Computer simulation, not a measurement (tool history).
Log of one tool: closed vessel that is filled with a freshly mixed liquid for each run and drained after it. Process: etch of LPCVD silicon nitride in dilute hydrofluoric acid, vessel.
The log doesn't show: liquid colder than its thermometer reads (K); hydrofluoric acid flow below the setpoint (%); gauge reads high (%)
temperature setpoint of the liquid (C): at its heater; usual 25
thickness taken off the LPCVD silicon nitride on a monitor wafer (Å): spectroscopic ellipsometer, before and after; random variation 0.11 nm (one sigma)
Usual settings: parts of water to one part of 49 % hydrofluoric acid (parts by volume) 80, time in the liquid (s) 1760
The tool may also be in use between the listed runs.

run,hour,temperature setpoint of the liquid (C),parts of water to one part of 49 % hydrofluoric acid (parts by volume),time in the liquid (s),wafers since the last listed run,hours since the thermometer was replaced,hours since the hydrofluoric acid flow meter was replaced,hours since the gauge calibration,"read-back film thickness of the LPCVD silicon nitride reference wafer, read on the same gauge (nm)",thickness taken off the LPCVD silicon nitride on a monitor wafer (Å)
1,0,25,80,2260,0,1149.3,824.7,2376.1,59.99,143.9
2,105.8,25,80,1760,3244,1255.1,930.5,2481.9,60,112.9
3,191.1,25,80,1760,2615,1340.4,1015.8,2567.2,60.03,108.6
4,264.7,25,80,1760,2256,1414,1089.4,2640.8,60.03,109.5
5,353.6,25,80,1760,2725,1502.9,1178.3,2729.7,59.99,112.1
6,426.4,25,80,1760,2232,1575.7,1251.1,2802.5,60.01,111.2
7,488.1,25,80,1760,1891,1637.4,1312.8,2864.2,59.99,110.1
8,576.8,25,80,1760,2719,1726.1,1401.5,2952.9,60.02,108.7
# hour 603.9: gauge calibrated
9,651,25,80,1760,2275,1800.3,1475.7,47.1,59.97,109.9
10,732,23,80,1760,2483,1881.3,1556.7,128.1,60.03,95.5
11,805.2,25,80,1025,2244,1954.5,1629.9,201.3,59.99,63.2
# hour 902.9: hydrofluoric acid flow meter replaced
12,906.5,25,80,2260,3075,2055.8,3.6,302.6,60.05,149.3
13,969.4,22.5,90,2115,1928,2118.7,66.5,365.5,59.99,105.8
14,1064.5,25,80,1760,2916,2213.8,161.6,460.6,59.96,115.9
15,1388.4,23,80,1310,9931,2537.7,485.5,784.5,59.99,74
16,1445.2,28.5,100,1425,1741,2594.5,542.3,841.3,60.01,92
17,1488.9,21,65,1760,1339,2638.2,586,885,59.98,104.3
18,1593.1,25,45,1760,3195,2742.4,690.2,989.2,59.96,197.5
# hour 1650: thermometer replaced
19,1662.7,25,80,1760,2103,12.7,759.8,1058.8,59.99,112.7
20,1740.9,30,80,1760,2397,90.9,838,1137,59.98,157.4
21,1816.7,25,80,1760,2324,166.7,913.8,1212.8,60.02,113.3
22,1995.8,25,100,1760,5491,345.8,1092.9,1391.9,60.01,89.3
23,2071.4,25,80,1760,2318,421.4,1168.5,1467.5,60.01,110.5
24,2129.3,25,80,1760,1775,479.3,1226.4,1525.4,60.01,109.5
25,2190.1,25,110,2775,1864,540.1,1287.2,1586.2,60.02,126
26,2272.8,25,80,720,2535,622.8,1369.9,1668.9,60.03,44.3
27,2312.8,25,55,2025,1226,662.8,1409.9,1708.9,59.98,186.6
28,2410.4,28.5,80,1760,2992,760.4,1507.5,1806.5,60.01,137.2
# hour 2420.8: hydrofluoric acid flow meter replaced
29,2477.7,25,80,920,2032,827.7,56.9,1873.8,59.97,60.1
30,2549.6,25,80,1760,2204,899.6,128.8,1945.7,59.96,115.8
31,2648.4,25,110,2775,3029,998.4,227.6,2044.5,59.98,132.9
32,2735,26.5,100,1760,2655,1085,314.2,2131.1,60.03,100.5

The same runs without the tool's hidden state, with the same run-to-run variation:
run,thickness taken off the LPCVD silicon nitride on a monitor wafer (Å)
1,149.5
2,117.8
3,113.7
4,115
5,118.1
6,117.5
7,116.6
8,115.5
9,117.1
10,102.1
11,67.8
12,150.5
13,106.8
14,117.5
15,76
16,94.7
17,107.4
18,204.2
19,116.9
20,163.9
21,118.2
22,93.8
23,116.4
24,115.6
25,133.4
26,47.1
27,198.5
28,146.6
29,60.5
30,117
31,134.7
32,102.3
